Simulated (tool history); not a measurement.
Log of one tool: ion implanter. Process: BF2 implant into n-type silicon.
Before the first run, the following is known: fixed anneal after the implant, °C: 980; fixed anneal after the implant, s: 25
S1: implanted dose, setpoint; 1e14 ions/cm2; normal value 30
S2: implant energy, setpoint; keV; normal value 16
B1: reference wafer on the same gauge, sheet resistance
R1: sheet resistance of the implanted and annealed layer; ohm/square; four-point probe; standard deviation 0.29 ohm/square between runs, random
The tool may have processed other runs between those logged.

run     day     S1    S2      B1      R1
  1       0  32.68    16  152.19     188
  2   0.579  32.68    16   152.1  187.64
  3   1.175  32.68    16  152.01  187.68
  4   1.883     30    16   151.9  189.33
  5   2.375     30  18.5  151.82   177.5
  6   2.625     30  18.5  151.79  177.51
  7   2.933   33.2  19.5  151.79  171.81
  8   3.454   33.2  19.5  151.78  171.37
  9   3.796     30    16  151.65  189.73
 10   4.096     30    16  151.67  189.28
 11   4.733     30    16  151.62  189.21
 12   5.192     30  13.5   151.6  203.68
 13   5.842     30  13.5  151.57  203.76
 14    6.25     30    20  151.54   170.4
 15   6.779     30    20  151.49   170.4
 16    7.15     30    20  151.45  170.43
 17   7.558     30    16  151.45  188.46
      8.458  -- extraction supply calibrated
 18   8.479     30    16  151.43  188.72
 19   8.854  27.41  17.5  151.41  183.17
 20   9.221     30    16  151.36  188.98
 21   9.846     30    16  151.38  189.28
 22  10.421  35.15  20.5  151.43  166.38
 23  10.704  22.05  12.5  151.37  217.23
 24  11.417     30    16  151.37  188.67
     12.479  -- Faraday cup replaced and dose calibrated
 25    12.5  33.86  19.5  151.34  170.45
     12.733  -- gauge calibrated
 26  12.767  33.52  17.5  153.08  181.13
 27  13.338     30  10.5  152.92  227.35
 28  15.046  37.91    16  152.54  185.98
 29  15.492   26.7    16  152.39   192.9
 30  15.896     30    16  152.39  190.14
 31  16.371  34.28    20  152.24  169.22
 32    16.9   37.2  14.5   152.2  194.37
 33  17.408  24.47    12  152.17  219.18
 34  18.008  27.08    19  152.04  177.25
 35  18.571  37.65    12  152.07  209.69
 36  19.246     30    16  151.94  189.75
 37  19.975  34.45    14  151.93  198.45

Exercise: give the hidden state of the tool at every run:
deviation of the true dose from the Faraday cup's reading, %: 0 across all the runs
deviation of the true energy from its setpoint, %: 0 across all the runs
H1: gauge reads high (%)
run      H1
  1  -0.526
  2  -0.594
  3  -0.656
  4   -0.72
  5   -0.76
  6  -0.779
  7    -0.8
  8  -0.834
  9  -0.854
 10  -0.871
 11  -0.903
 12  -0.923
 13   -0.95
 14  -0.964
 15  -0.982
 16  -0.993
 17      -1
 18   -1.03
 19   -1.03
 20   -1.04
 21   -1.05
 22   -1.06
 23   -1.07
 24   -1.07
 25   -1.09
 26  0.0664
 27  -0.046
 28  -0.314
 29  -0.369
 30  -0.416
 31  -0.465
 32  -0.515
 33  -0.558
 34  -0.604
 35  -0.642
 36  -0.682
 37  -0.719

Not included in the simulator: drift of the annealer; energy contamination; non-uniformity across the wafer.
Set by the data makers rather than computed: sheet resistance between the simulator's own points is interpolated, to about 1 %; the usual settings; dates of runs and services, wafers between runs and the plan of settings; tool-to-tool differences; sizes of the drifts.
